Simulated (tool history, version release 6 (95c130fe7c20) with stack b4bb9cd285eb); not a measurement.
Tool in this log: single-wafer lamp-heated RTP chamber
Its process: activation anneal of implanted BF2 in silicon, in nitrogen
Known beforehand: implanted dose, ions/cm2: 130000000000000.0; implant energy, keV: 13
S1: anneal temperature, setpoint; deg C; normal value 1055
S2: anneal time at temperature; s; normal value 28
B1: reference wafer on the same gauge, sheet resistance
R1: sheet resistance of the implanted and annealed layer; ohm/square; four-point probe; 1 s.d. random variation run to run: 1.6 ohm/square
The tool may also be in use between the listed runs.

{"run": 1, "day": 0.0, "S1": 1055, "S2": 28, "B1": 666.86, "R1": 756.22}
{"day": 2.529, "done": "pyrometer window cleaned and pyrometer calibrated"}
{"run": 2, "day": 4.779, "S1": 1055, "S2": 28, "B1": 667, "R1": 760.8}
{"run": 3, "day": 6.292, "S1": 1055, "S2": 28, "B1": 667.35, "R1": 759.44}
{"run": 4, "day": 7.558, "S1": 1055, "S2": 28, "B1": 667.32, "R1": 757.52}
{"run": 5, "day": 10.438, "S1": 1045, "S2": 28, "B1": 666.69, "R1": 766.9}
{"run": 6, "day": 12.492, "S1": 1045, "S2": 28, "B1": 666.92, "R1": 765.24}
{"run": 7, "day": 14.367, "S1": 1055, "S2": 35, "B1": 666.87, "R1": 753.79}
{"run": 8, "day": 17.358, "S1": 1055, "S2": 35, "B1": 666.99, "R1": 751.27}
{"day": 18.338, "done": "pyrometer window cleaned and pyrometer calibrated"}
{"run": 9, "day": 18.896, "S1": 1055, "S2": 35, "B1": 667, "R1": 755.63}
{"run": 10, "day": 21.146, "S1": 1055, "S2": 28, "B1": 667.01, "R1": 763.24}
{"run": 11, "day": 24.1, "S1": 1055, "S2": 28, "B1": 667.48, "R1": 761.57}
{"run": 12, "day": 25.696, "S1": 1055, "S2": 28, "B1": 666.48, "R1": 758.96}
{"run": 13, "day": 26.704, "S1": 1055, "S2": 28, "B1": 666.89, "R1": 758.86}
{"run": 14, "day": 29.238, "S1": 1055, "S2": 28, "B1": 667.31, "R1": 758.57}
{"day": 30.062, "done": "reflector plate cleaned"}
{"run": 15, "day": 30.542, "S1": 1055, "S2": 28, "B1": 666.88, "R1": 757.68}
{"day": 31.929, "done": "pyrometer window cleaned and pyrometer calibrated"}
{"run": 16, "day": 32.171, "S1": 1055, "S2": 28, "B1": 666.86, "R1": 765.91}
{"run": 17, "day": 34.6, "S1": 1055, "S2": 28, "B1": 666.98, "R1": 760.86}
{"run": 18, "day": 36.121, "S1": 1044, "S2": 39, "B1": 667.08, "R1": 756.31}
{"run": 19, "day": 37.762, "S1": 1055, "S2": 12, "B1": 667.03, "R1": 787.01}
{"run": 20, "day": 40.221, "S1": 1055, "S2": 12, "B1": 667, "R1": 783.79}
{"run": 21, "day": 41.267, "S1": 1055, "S2": 34, "B1": 667.25, "R1": 751.94}
{"run": 22, "day": 43.696, "S1": 1055, "S2": 38, "B1": 667.14, "R1": 746.73}
{"day": 44.388, "done": "pyrometer window cleaned and pyrometer calibrated"}
{"run": 23, "day": 45.933, "S1": 1030, "S2": 38, "B1": 667.05, "R1": 769.07}
{"day": 48.104, "done": "gauge calibrated"}
{"run": 24, "day": 48.275, "S1": 1041, "S2": 38, "B1": 666.71, "R1": 759.95}
{"run": 25, "day": 50.067, "S1": 1055, "S2": 39, "B1": 666.73, "R1": 747.76}
{"run": 26, "day": 51.679, "S1": 1055, "S2": 28, "B1": 667.15, "R1": 760.04}
{"run": 27, "day": 52.692, "S1": 1030, "S2": 28, "B1": 666.99, "R1": 773.38}
{"run": 28, "day": 55.567, "S1": 1055, "S2": 43, "B1": 666.76, "R1": 741.44}
{"day": 57.896, "done": "pyrometer window cleaned and pyrometer calibrated"}
{"run": 29, "day": 57.917, "S1": 1055, "S2": 28, "B1": 667.09, "R1": 767.6}
{"run": 30, "day": 59.038, "S1": 1034, "S2": 14, "B1": 667.32, "R1": 795.22}
{"run": 31, "day": 60.683, "S1": 1041, "S2": 17, "B1": 666.79, "R1": 785.7}
{"run": 32, "day": 62.054, "S1": 1055, "S2": 28, "B1": 667.04, "R1": 763.52}
{"run": 33, "day": 64.571, "S1": 1067, "S2": 28, "B1": 667.34, "R1": 750.72}
{"day": 64.933, "done": "reflector plate cleaned"}
{"run": 34, "day": 67.171, "S1": 1055, "S2": 28, "B1": 667.06, "R1": 758.44}

4 options for the next run, each taken on its own from the tool as it stands now. Forecast them:
{"run": "A", "day": 67.188, "S1": 1037, "S2": 28, "B1": "?", "R1": "?"}
{"run": "B", "day": 67.188, "S1": 1077, "S2": 14, "B1": "?", "R1": "?"}
{"run": "C", "day": 67.188, "S1": 1036, "S2": 28, "B1": "?", "R1": "?"}
{"run": "D", "day": 67.188, "S1": 1071, "S2": 40, "B1": "?", "R1": "?"}

run=A B1=666.96 R1=769.49
run=B B1=666.96 R1=767.55
run=C B1=666.96 R1=770.14
run=D B1=666.96 R1=732.83
Take away the tool's hidden state, keep each run's random variation, and the runs would have read:
run=A R1=776.62
run=B R1=774.41
run=C R1=777.24
run=D R1=741.13
